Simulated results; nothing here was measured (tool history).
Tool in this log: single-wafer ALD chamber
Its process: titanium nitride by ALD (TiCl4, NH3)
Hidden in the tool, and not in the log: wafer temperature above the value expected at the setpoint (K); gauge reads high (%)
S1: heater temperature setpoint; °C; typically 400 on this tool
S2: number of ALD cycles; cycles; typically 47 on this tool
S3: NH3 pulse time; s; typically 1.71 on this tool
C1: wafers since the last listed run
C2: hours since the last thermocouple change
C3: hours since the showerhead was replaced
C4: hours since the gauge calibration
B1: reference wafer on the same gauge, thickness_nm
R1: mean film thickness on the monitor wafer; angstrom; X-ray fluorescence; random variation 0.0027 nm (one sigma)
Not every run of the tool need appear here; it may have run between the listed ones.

run,hour,S1,S2,S3,C1,C2,C3,C4,B1,R1
1,0,400,47,1.71,0,944.5,971.2,678.2,1.104,9.59
2,152.2,400,43,1.71,862,1096.7,1123.4,830.4,1.104,8.74
3,231.6,400,43,1.71,449,1176.1,1202.8,909.8,1.104,8.73
4,292.3,400,43,1.71,343,1236.8,1263.5,970.5,1.104,8.72
5,381.6,400,47,1.71,506,1326.1,1352.8,1059.8,1.104,9.58
6,419.1,400,47,1.71,212,1363.6,1390.3,1097.3,1.105,9.53
7,735.9,409,47,1.71,1795,1680.4,1707.1,1414.1,1.104,9.6
8,796.2,400,47,1.71,341,1740.7,1767.4,1474.4,1.104,9.59
9,865.9,400,47,1.71,394,1810.4,1837.1,1544.1,1.105,9.58
10,952.5,400,47,1.71,490,1897,1923.7,1630.7,1.104,9.59
11,998.3,400,47,1.71,259,1942.8,1969.5,1676.5,1.104,9.55
12,1308,400,47,1.71,1754,2252.5,2279.2,1986.2,1.104,9.57
# hour 1343.4: showerhead replaced
# hour 1348.3: thermocouple changed; heater temperature recalibrated
13,1441.5,400,47,1.71,683,93.2,98.1,2119.7,1.104,9.57
14,1617.5,400,47,1.71,997,269.2,274.1,2295.7,1.104,9.52
15,1718,409,47,1.71,569,369.7,374.6,2396.2,1.104,9.62
16,1824.8,396,38,1.91,605,476.5,481.4,2503,1.104,7.72
17,1872.1,405,38,1.53,268,523.8,528.7,2550.3,1.104,7.77
18,1933.8,400,47,1.71,349,585.5,590.4,2612,1.105,9.57
# hour 1946.7: gauge calibrated
19,2011,400,47,2.08,437,662.7,667.6,64.3,1.104,9.63
20,2058.6,400,47,1.3,269,710.3,715.2,111.9,1.105,9.49
21,2133.9,385,47,1.71,426,785.6,790.5,187.2,1.104,9.4
22,2214.8,414,42,2.17,458,866.5,871.4,268.1,1.103,8.64
23,2253,400,47,1.71,216,904.7,909.6,306.3,1.104,9.6
24,2331.1,400,53,1.33,442,982.8,987.7,384.4,1.105,10.74

Predict the results of run 25:
25,2381.3,400,47,1.71,284,1033,1037.9,434.6,?,?

{"run 25": {"B1": 1.103, "R1": 9.56}}
Take away the tool's hidden state, keep the run-to-run variation as it was, and the same run would have given R1 9.56 angstrom.

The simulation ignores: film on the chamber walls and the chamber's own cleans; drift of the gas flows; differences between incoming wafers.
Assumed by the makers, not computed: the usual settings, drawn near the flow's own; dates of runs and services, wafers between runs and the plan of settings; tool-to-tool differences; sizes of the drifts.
